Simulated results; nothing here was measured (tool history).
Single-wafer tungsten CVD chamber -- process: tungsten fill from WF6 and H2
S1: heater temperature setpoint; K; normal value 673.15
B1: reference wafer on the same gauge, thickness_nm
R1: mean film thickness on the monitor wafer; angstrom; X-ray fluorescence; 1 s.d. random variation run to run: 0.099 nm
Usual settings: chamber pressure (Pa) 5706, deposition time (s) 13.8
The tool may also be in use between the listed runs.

Run 1, hour 0.0: usual settings but S1 663.15 K; B1 39.198. Result: R1 375.12 angstrom.
Run 2, hour 17.6: usual settings but deposition time (s) 15.1; B1 39.199. Result: R1 484.23 angstrom.
Run 3, hour 30.9: usual settings but deposition time (s) 15.1; B1 39.216. Result: R1 484.62 angstrom.
Run 4, hour 46.4: usual settings but deposition time (s) 15.1; B1 39.206. Result: R1 483.98 angstrom.
Run 5, hour 61.3: usual settings but deposition time (s) 12.1; B1 39.217. Result: R1 388.53 angstrom.
Run 6, hour 74.4: usual settings but deposition time (s) 12.1; B1 39.206. Result: R1 389.55 angstrom.
Run 7, hour 84.9: usual settings but deposition time (s) 12.1; B1 39.205. Result: R1 389.84 angstrom.
Run 8, hour 102.1: usual settings but deposition time (s) 15.0; B1 39.195. Result: R1 482.29 angstrom.
Run 9, hour 112.1: usual settings but S1 676.15 K; B1 39.161. Result: R1 462.81 angstrom.
Run 10, hour 124.1: usual settings but S1 676.15 K; B1 39.243. Result: R1 465.64 angstrom.
At hour 127.5: gauge calibrated.
Run 11, hour 141.5: usual settings but S1 676.15 K; B1 39.184. Result: R1 463.42 angstrom.
Run 12, hour 154.4: usual settings but chamber pressure (Pa) 4960; B1 39.173. Result: R1 411.33 angstrom.
At hour 170.1: showerhead replaced.
Run 13, hour 170.4: usual settings but chamber pressure (Pa) 4693, deposition time (s) 11.6; B1 39.210. Result: R1 335.37 angstrom.
Run 14, hour 176.6: usual settings but deposition time (s) 14.9; B1 39.244. Result: R1 477.20 angstrom.
Run 15, hour 185.6: usual settings but S1 682.15 K, chamber pressure (Pa) 6826, deposition time (s) 13.0; B1 39.168. Result: R1 526.54 angstrom.
Run 16, hour 198.7: usual settings; B1 39.195. Result: R1 444.72 angstrom.
Run 17, hour 210.3: usual settings but chamber pressure (Pa) 6279, deposition time (s) 14.9; B1 39.180. Result: R1 501.05 angstrom.
Run 18, hour 227.4: usual settings but deposition time (s) 13.0; B1 39.207. Result: R1 415.51 angstrom.
Run 19, hour 240.2: usual settings but S1 668.15 K, chamber pressure (Pa) 6253, deposition time (s) 11.7; B1 39.215. Result: R1 362.71 angstrom.
At hour 250.7: thermocouple changed; heater temperature recalibrated.
Run 20, hour 251.2: usual settings but S1 661.15 K, chamber pressure (Pa) 5040, deposition time (s) 12.4; B1 39.155. Result: R1 304.79 angstrom.
At hour 297.0: capacitance manometer re-zeroed and calibrated.
Run 21, hour 302.1: usual settings but S1 661.15 K, deposition time (s) 12.3; B1 39.192. Result: R1 323.31 angstrom.
Run 22, hour 311.1: usual settings but S1 683.15 K, chamber pressure (Pa) 5333, deposition time (s) 12.5; B1 39.187. Result: R1 451.94 angstrom.
Run 23, hour 318.2: usual settings; B1 39.219. Result: R1 442.03 angstrom.
Run 24, hour 324.6: usual settings but S1 677.15 K, chamber pressure (Pa) 4906, deposition time (s) 12.8; B1 39.160. Result: R1 403.93 angstrom.
Run 25, hour 337.9: usual settings but deposition time (s) 12.4; B1 39.189. Result: R1 397.56 angstrom.
Run 26, hour 352.0: usual settings but chamber pressure (Pa) 6519; B1 39.229. Result: R1 475.65 angstrom.
Run 27, hour 362.1: usual settings but S1 666.15 K, chamber pressure (Pa) 4466, deposition time (s) 12.9; B1 39.240. Result: R1 324.69 angstrom.
Run 28, hour 379.1: usual settings but deposition time (s) 13.0; B1 39.186. Result: R1 416.20 angstrom.
Run 29, hour 396.1: usual settings but S1 669.15 K, deposition time (s) 14.8; B1 39.184. Result: R1 443.84 angstrom.

Here are 3 independent what-if runs from the current tool condition. What would each one return?
Run A, hour 396.5: usual settings; B1 ?. Result: R1 ?.
Run B, hour 396.5: usual settings but S1 687.15 K; B1 ?. Result: R1 ?.
Run C, hour 396.5: usual settings but S1 686.15 K, chamber pressure (Pa) 5013, deposition time (s) 15.5; B1 ?. Result: R1 ?.

run      B1      R1
  A  39.218  443.60
  B  39.218  549.36
  C  39.218  567.87
The same runs, with their run-to-run variation unchanged, on a tool lacking any hidden condition would have given:
run      R1
  A  443.60
  B  549.36
  C  567.87
